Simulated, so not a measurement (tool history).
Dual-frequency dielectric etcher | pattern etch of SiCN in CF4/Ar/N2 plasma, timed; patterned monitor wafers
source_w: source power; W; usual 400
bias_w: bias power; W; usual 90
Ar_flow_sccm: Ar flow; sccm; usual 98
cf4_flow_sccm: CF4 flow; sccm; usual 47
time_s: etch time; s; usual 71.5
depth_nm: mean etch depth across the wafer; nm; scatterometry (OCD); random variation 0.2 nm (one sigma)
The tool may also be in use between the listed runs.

run	day	source_w	bias_w	Ar_flow_sccm	cf4_flow_sccm	time_s	read-back reference wafer on the same gauge, depth_nm	depth_nm
1	0.000	400	90	98	47	71.5	62.2	58.7
2	0.525	400	90	98	47	71.5	62.2	58.0
3	1.133	400	90	98	47	71.5	62.2	58.5
4	1.454	400	96	98	47	71.5	62.2	59.9
# day 1.667: source power generator calibrated
# day 1.983: Ar flow controller replaced
5	2.004	440	69	105	47	82.0	62.3	65.5
6	2.629	400	98	74	50	71.5	62.1	63.4
7	3.046	400	96	98	51	71.5	62.2	60.5
8	3.329	400	90	98	35	71.5	62.1	54.6
9	3.904	400	90	98	47	71.5	62.2	58.1
# day 4.233: CF4 flow controller replaced
10	4.296	330	90	98	41	71.5	62.3	46.7
11	4.850	400	90	98	47	58.0	62.1	47.1
# day 5.958: wet clean of the chamber
12	5.979	400	90	98	47	71.5	62.1	59.0
13	7.138	400	90	98	50	71.5	62.2	59.3
# day 7.325: bias power generator calibrated
14	7.421	400	90	87	47	65.5	62.2	54.6
15	7.996	400	90	98	47	88.5	62.2	73.0
16	8.638	400	84	98	47	65.0	62.3	52.2
17	9.217	400	90	98	47	71.5	62.2	58.4
18	9.558	400	90	107	47	71.5	62.2	57.9
19	10.604	400	90	98	47	71.5	62.2	58.6
20	11.258	460	90	98	47	60.0	62.2	56.5

5 ways to go on from here, each from the tool as it stands after run 20. What would each give?
A	11.275	400	70	98	47	71.5	?	?
B	11.275	400	90	98	51	51.5	?	?
C	11.275	340	90	98	47	71.5	?	?
D	11.275	460	90	98	56	71.5	?	?
E	11.275	490	102	98	47	71.5	?	?

run	read-back reference wafer on the same gauge, depth_nm	depth_nm
A	62.2	52.9
B	62.2	42.6
C	62.2	49.7
D	62.2	68.9
E	62.2	74.4
Without the tool's hidden state the same runs would have given:
run	depth_nm
A	53.2
B	42.9
C	50.0
D	69.3
E	74.8
